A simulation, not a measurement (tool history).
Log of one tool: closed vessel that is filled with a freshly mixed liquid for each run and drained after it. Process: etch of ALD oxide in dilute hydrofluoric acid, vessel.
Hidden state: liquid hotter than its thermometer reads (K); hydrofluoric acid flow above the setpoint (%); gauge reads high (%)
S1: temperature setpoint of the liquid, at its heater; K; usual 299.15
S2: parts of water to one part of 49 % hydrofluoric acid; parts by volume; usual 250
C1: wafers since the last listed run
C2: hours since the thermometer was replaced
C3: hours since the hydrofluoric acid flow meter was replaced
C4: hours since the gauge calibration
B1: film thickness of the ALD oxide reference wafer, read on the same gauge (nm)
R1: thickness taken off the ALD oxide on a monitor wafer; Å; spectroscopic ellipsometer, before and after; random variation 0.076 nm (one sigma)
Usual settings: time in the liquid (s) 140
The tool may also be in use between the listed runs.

run 1 hour=0 | S1=297.15 S2=250 time_in_the_liquid_(s)=140 | C1=0 C2=1547.2 C3=790.2 C4=66.3 | B1=59.97 | R1=81.8
run 2 hour=25.5 | S1=297.15 S2=250 time_in_the_liquid_(s)=140 | C1=3429 C2=1572.7 C3=815.7 C4=91.8 | B1=60.02 | R1=80.5
run 3 hour=41.8 | S1=297.15 S2=250 time_in_the_liquid_(s)=140 | C1=2192 C2=1589 C3=832 C4=108.1 | B1=60.01 | R1=81.7
run 4 hour=70.8 | S1=302.15 S2=155 time_in_the_liquid_(s)=140 | C1=3900 C2=1618 C3=861 C4=137.1 | B1=60.04 | R1=175.9
run 5 hour=97.7 | S1=302.15 S2=155 time_in_the_liquid_(s)=140 | C1=3618 C2=1644.9 C3=887.9 C4=164 | B1=60.02 | R1=174.3
run 6 hour=122.9 | S1=299.15 S2=250 time_in_the_liquid_(s)=195 | C1=3389 C2=1670.1 C3=913.1 C4=189.2 | B1=59.97 | R1=121.1
run 7 hour=142.8 | S1=299.15 S2=215 time_in_the_liquid_(s)=205 | C1=2676 C2=1690 C3=933 C4=209.1 | B1=60.05 | R1=154.1
run 8 hour=165.2 | S1=299.15 S2=215 time_in_the_liquid_(s)=205 | C1=3012 C2=1712.4 C3=955.4 C4=231.5 | B1=60.01 | R1=152.5
run 9 hour=183.5 | S1=299.15 S2=215 time_in_the_liquid_(s)=205 | C1=2461 C2=1730.7 C3=973.7 C4=249.8 | B1=60 | R1=154.7
-- hour=199.9 thermometer replaced
run 10 hour=201.6 | S1=299.15 S2=285 time_in_the_liquid_(s)=140 | C1=2299 C2=1.7 C3=991.8 C4=267.9 | B1=59.96 | R1=74.4
run 11 hour=220.7 | S1=299.15 S2=285 time_in_the_liquid_(s)=140 | C1=2568 C2=20.8 C3=1010.9 C4=287 | B1=59.99 | R1=74.6
run 12 hour=252.7 | S1=299.15 S2=250 time_in_the_liquid_(s)=200 | C1=4303 C2=52.8 C3=1042.9 C4=319 | B1=59.97 | R1=124.3
run 13 hour=276.7 | S1=299.15 S2=250 time_in_the_liquid_(s)=200 | C1=3227 C2=76.8 C3=1066.9 C4=343 | B1=60.02 | R1=125.5
run 14 hour=309.2 | S1=299.15 S2=285 time_in_the_liquid_(s)=140 | C1=4371 C2=109.3 C3=1099.4 C4=375.5 | B1=59.98 | R1=73.3
run 15 hour=324.1 | S1=300.65 S2=250 time_in_the_liquid_(s)=65 | C1=2004 C2=124.2 C3=1114.3 C4=390.4 | B1=59.95 | R1=42.8
run 16 hour=347.9 | S1=299.15 S2=250 time_in_the_liquid_(s)=80 | C1=3201 C2=148 C3=1138.1 C4=414.2 | B1=60 | R1=49.6
run 17 hour=364.4 | S1=299.15 S2=250 time_in_the_liquid_(s)=195 | C1=2219 C2=164.5 C3=1154.6 C4=430.7 | B1=59.98 | R1=123.4
run 18 hour=383.2 | S1=299.15 S2=250 time_in_the_liquid_(s)=140 | C1=2528 C2=183.3 C3=1173.4 C4=449.5 | B1=59.96 | R1=87.1
run 19 hour=408.2 | S1=299.15 S2=250 time_in_the_liquid_(s)=140 | C1=3362 C2=208.3 C3=1198.4 C4=474.5 | B1=60.02 | R1=88.6
-- hour=419.8 gauge calibrated
-- hour=432.1 hydrofluoric acid flow meter replaced
run 20 hour=439.8 | S1=299.15 S2=335 time_in_the_liquid_(s)=140 | C1=4115 C2=239.9 C3=7.7 C4=20 | B1=59.97 | R1=60
run 21 hour=456.5 | S1=299.15 S2=195 time_in_the_liquid_(s)=140 | C1=2246 C2=256.6 C3=24.4 C4=36.7 | B1=60.05 | R1=119.8
run 22 hour=477.1 | S1=297.65 S2=350 time_in_the_liquid_(s)=220 | C1=2770 C2=277.2 C3=45 C4=57.3 | B1=60.01 | R1=82.7
run 23 hour=489.8 | S1=302.65 S2=185 time_in_the_liquid_(s)=140 | C1=1708 C2=289.9 C3=57.7 C4=70 | B1=60.01 | R1=143.4
run 24 hour=513.6 | S1=299.15 S2=305 time_in_the_liquid_(s)=105 | C1=3201 C2=313.7 C3=81.5 C4=93.8 | B1=59.99 | R1=50.2
run 25 hour=533.7 | S1=301.65 S2=175 time_in_the_liquid_(s)=105 | C1=2703 C2=333.8 C3=101.6 C4=113.9 | B1=60.03 | R1=112.5
run 26 hour=555.6 | S1=299.15 S2=250 time_in_the_liquid_(s)=190 | C1=2945 C2=355.7 C3=123.5 C4=135.8 | B1=60.03 | R1=119.3
run 27 hour=579.9 | S1=299.15 S2=250 time_in_the_liquid_(s)=140 | C1=3268 C2=380 C3=147.8 C4=160.1 | B1=59.99 | R1=86.9

The tool's hidden state at each run:
liquid hotter than its thermometer reads (K): 0 in every run
hydrofluoric acid flow above the setpoint (%): 0 in every run
gauge reads high (%): 0 in every run

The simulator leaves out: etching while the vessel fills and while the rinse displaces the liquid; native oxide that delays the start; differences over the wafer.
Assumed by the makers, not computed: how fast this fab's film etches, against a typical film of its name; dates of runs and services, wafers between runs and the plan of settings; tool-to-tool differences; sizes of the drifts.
